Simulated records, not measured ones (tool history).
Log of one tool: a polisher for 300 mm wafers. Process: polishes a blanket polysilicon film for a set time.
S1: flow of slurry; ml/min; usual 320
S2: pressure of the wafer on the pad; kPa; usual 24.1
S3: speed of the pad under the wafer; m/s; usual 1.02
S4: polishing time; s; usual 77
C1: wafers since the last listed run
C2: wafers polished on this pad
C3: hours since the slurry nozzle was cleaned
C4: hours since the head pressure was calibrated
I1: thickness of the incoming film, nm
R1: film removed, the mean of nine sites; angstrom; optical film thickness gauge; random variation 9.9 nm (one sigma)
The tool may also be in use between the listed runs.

run,hour,S1,S2,S3,S4,C1,C2,C3,C4,I1,R1
1,0.0,320,24.1,0.94,77,0,145,486.0,57.1,2316.6,6687
2,28.8,320,24.1,0.94,77,323,469,514.8,85.9,2309.4,6487
3,48.4,320,24.1,0.94,77,220,689,534.4,105.5,2309.7,6572
4,63.5,320,24.1,1.02,77,169,859,549.5,120.6,2284.8,6877
5,91.6,320,24.1,1.02,77,315,1175,577.6,148.7,2252.6,6808
# hour 106.4: worn pad replaced by a new one
6,188.1,320,24.1,1.02,77,1039,918,674.1,245.2,2320.5,6781
7,203.2,320,24.1,1.02,77,169,1087,689.2,260.3,2296.4,6656
8,221.5,320,24.1,1.02,77,205,1293,707.5,278.6,2268.7,6749
9,233.7,320,24.1,1.02,77,137,1430,719.7,290.8,2257.5,6408
# hour 246.9: worn pad replaced by a new one
# hour 260.4: slurry nozzle cleaned
# hour 292.2: head pressure recalibrated
10,337.8,320,24.1,1.02,77,1091,988,77.4,45.6,2287.3,6966
# hour 375.8: worn pad replaced by a new one
11,376.3,220,18.6,1.02,90,387,5,115.9,84.1,2299.6,6668
12,405.3,320,24.1,1.02,77,326,331,144.9,113.1,2308.7,6868
13,424.9,270,24.1,1.02,77,220,551,164.5,132.7,2261.7,6821
14,455.0,320,24.1,1.02,77,338,889,194.6,162.8,2260.9,6996
15,483.1,350,24.1,1.02,77,315,1205,222.7,190.9,2284.1,6777
# hour 514.3: worn pad replaced by a new one
16,514.8,240,28.3,1.02,77,311,5,254.4,222.6,2322.5,7381
17,549.7,320,24.1,1.02,77,392,397,289.3,257.5,2268.6,6570

The next listed run, before its measurement:
# hour 559.5: head pressure recalibrated
18,628.7,320,24.1,1.02,77,865,1263,368.3,69.2,2270.1,?

R1: 6966 angstrom
Without the tool's hidden state the same run would have given R1 7010 angstrom.
